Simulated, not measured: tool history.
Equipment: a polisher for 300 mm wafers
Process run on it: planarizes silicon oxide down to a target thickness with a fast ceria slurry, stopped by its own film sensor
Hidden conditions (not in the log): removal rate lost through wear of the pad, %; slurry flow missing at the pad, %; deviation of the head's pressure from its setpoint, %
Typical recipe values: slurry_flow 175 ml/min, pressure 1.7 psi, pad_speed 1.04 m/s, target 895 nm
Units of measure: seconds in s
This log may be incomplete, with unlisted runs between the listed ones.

run    hour  slurry_flow  pressure  pad_speed  target  wafers since the last listed run  wafers polished on this pad  hours since the slurry nozzle was cleaned  hours since the head pressure was calibrated  incoming thickness of the incoming film, nm  seconds
  1       0          175       1.7       1.04     895                                 0                         3858                                      155.4                                         592.7                                       1656.6     75.2
  2    39.3          175       1.8       1.04     895                               546                         4405                                      194.7                                           632                                       1661.8     73.9
  3    93.3          175       1.8       1.04     895                               750                         5156                                      248.7                                           686                                       1627.4     70.7
      301.3  -- worn pad replaced by a new one
  4   387.4          175       1.8       1.04     895                              4033                         1197                                      542.8                                         980.1                                       1652.5     74.3
      422.9  -- slurry nozzle cleaned
  5   476.4          175       1.7       1.04     895                              1223                         2420                                       53.5                                        1069.1                                       1638.1     74.5
  6   524.7          175       1.7       1.18     895                               671                         3092                                      101.8                                        1117.4                                       1636.9     65.8
      566.7  -- head pressure recalibrated
  7   628.5          175       1.7       1.18     895                              1415                         4508                                      205.6                                          61.8                                       1632.2     65.2
  8   679.8          175       1.7       1.04     895                               713                         5221                                      256.9                                         113.1                                       1621.3     72.9
  9   777.6          175       1.7       1.04     895                              1359                         6581                                      354.7                                         210.9                                       1632.4     76.2
 10   945.8          175       1.7       1.04     895                              2338                         8920                                      522.9                                         379.1                                       1640.3     77.3
      975.7  -- worn pad replaced by a new one
 11  1024.8          175       1.7       1.04     895                              1042                          683                                      601.9                                         458.1                                       1617.7       75
 12  1083.6          175       1.7       0.86     895                               817                         1500                                      660.7                                         516.9                                       1620.8     91.6
 13    1120          175       1.7       0.86     895                               506                         2006                                      697.1                                         553.3                                       1662.7     97.3
     1126.1  -- slurry nozzle cleaned
 14  1156.6          175       1.7       1.04     895                               495                         2502                                       30.5                                         589.9                                       1620.7     71.6
 15  1391.3          175       1.7       1.04     895                              3263                         5765                                      265.2                                         824.6                                       1621.4     73.5
 16  1447.7          175       1.2       1.34     961                               784                         6549                                      321.6                                           881                                         1644     67.7
 17  1505.4          130       1.3       1.04    1000                               802                         7352                                      379.3                                         938.7                                       1627.4     82.5
 18  1550.4          175       2.1       1.36     895                               625                         7977                                      424.3                                         983.7                                       1626.2     47.7
 19  1586.7          175       1.9       1.04    1118                               504                         8482                                      460.6                                          1020                                         1635     48.8
     1627.4  -- worn pad replaced by a new one
 20  1655.1          175       1.7       0.76     895                               895                          385                                        529                                        1088.4                                         1620    102.3
 21  1758.5          225       2.3       1.18    1020                              1437                         1823                                      632.4                                        1191.8                                       1597.9     39.4
     1765.9  -- slurry nozzle cleaned
 22  1856.6          175       1.7       1.04     741                              1350                         3173                                       90.7                                        1289.9                                         1625     89.5
     1871.1  -- head pressure recalibrated
 23  1924.7          175         2       0.92     686                               919                         4092                                      158.8                                          53.6                                       1625.6     95.3
 24  1995.5          175       1.7       0.82     895                               984                         5077                                      229.6                                         124.4                                       1628.4     93.5
 25  2065.7          175       1.7       1.04     895                               976                         6053                                      299.8                                         194.6                                       1666.4     79.5
 26  2168.1          200       2.1       1.32    1082                              1423                         7477                                      402.2                                           297                                       1637.8     37.6
     2239.7  -- worn pad replaced by a new one
 27  2268.9          175       1.7       1.04     895                              1345                          405                                        503                                         397.8                                       1598.6     73.4
 28  2321.9          230       2.1        0.8     895                               736                         1142                                        556                                         450.8                                       1645.6     80.8
     2333.1  -- slurry nozzle cleaned
 29  2386.8          175       2.2        1.3     895                               888                         2031                                       53.7                                         515.7                                       1621.7     46.8
 30  2449.1          175       1.7       1.04     895                               866                         2897                                        116                                           578                                       1612.3     72.1
 31    2533          230       1.3       1.04     735                              1166                         4064                                      199.9                                         661.9                                         1639    104.1
 32  2600.6          175       1.5       1.04     895                               939                         5004                                      267.5                                         729.5                                       1641.8       82
 33  2640.6          175       1.7       1.04     895                               556                         5560                                      307.5                                         769.5                                       1594.4     70.4
 34  2701.3          175       2.1       1.36     895                               844                         6404                                      368.2                                         830.2                                       1649.4     49.5
 35  2743.7          235       1.7       1.04     895                               589                         6994                                      410.6                                         872.6                                         1639     71.3
 36  2792.8          140       1.5        0.9     895                               682                         7676                                      459.7                                         921.7                                         1629     99.3
 37  2853.7          175       1.7       0.72     895                               846                         8523                                      520.6                                         982.6                                       1624.9      108

How would selected steps in seconds from run to run divide? Give the signed amount a tool lacking its hidden state would still show from settings, what came in and random variation, and the signed amount left for the hidden state, including any gauge scatter that is not in both of the compared results.
Run 13 -> 14: pad_speed 0.86 -> 1.04, slurry nozzle cleaned. seconds -25.7 s: hidden state -5.4, all else -20.3.
Run 19 -> 20: pressure 1.9 -> 1.7, pad_speed 1.04 -> 0.76, target 1118 -> 895, worn pad replaced by a new one. seconds +53.5 s: hidden state +1.9, all else +51.6.
Run 20 -> 21: slurry_flow 175 -> 225, pressure 1.7 -> 2.3, pad_speed 0.76 -> 1.18, target 895 -> 1020. seconds -62.9 s: hidden state -2, all else -60.9.
Run 21 -> 22: slurry_flow 225 -> 175, pressure 2.3 -> 1.7, pad_speed 1.18 -> 1.04, target 1020 -> 741, slurry nozzle cleaned. seconds +50.1 s: hidden state -0.3, all else +50.4.
Run 28 -> 29: slurry_flow 230 -> 175, pressure 2.1 -> 2.2, pad_speed 0.8 -> 1.3, slurry nozzle cleaned. seconds -34 s: hidden state -2.2, all else -31.8.
Run 35 -> 36: slurry_flow 235 -> 140, pressure 1.7 -> 1.5, pad_speed 1.04 -> 0.9. seconds +28 s: hidden state +2.3, all else +25.7.
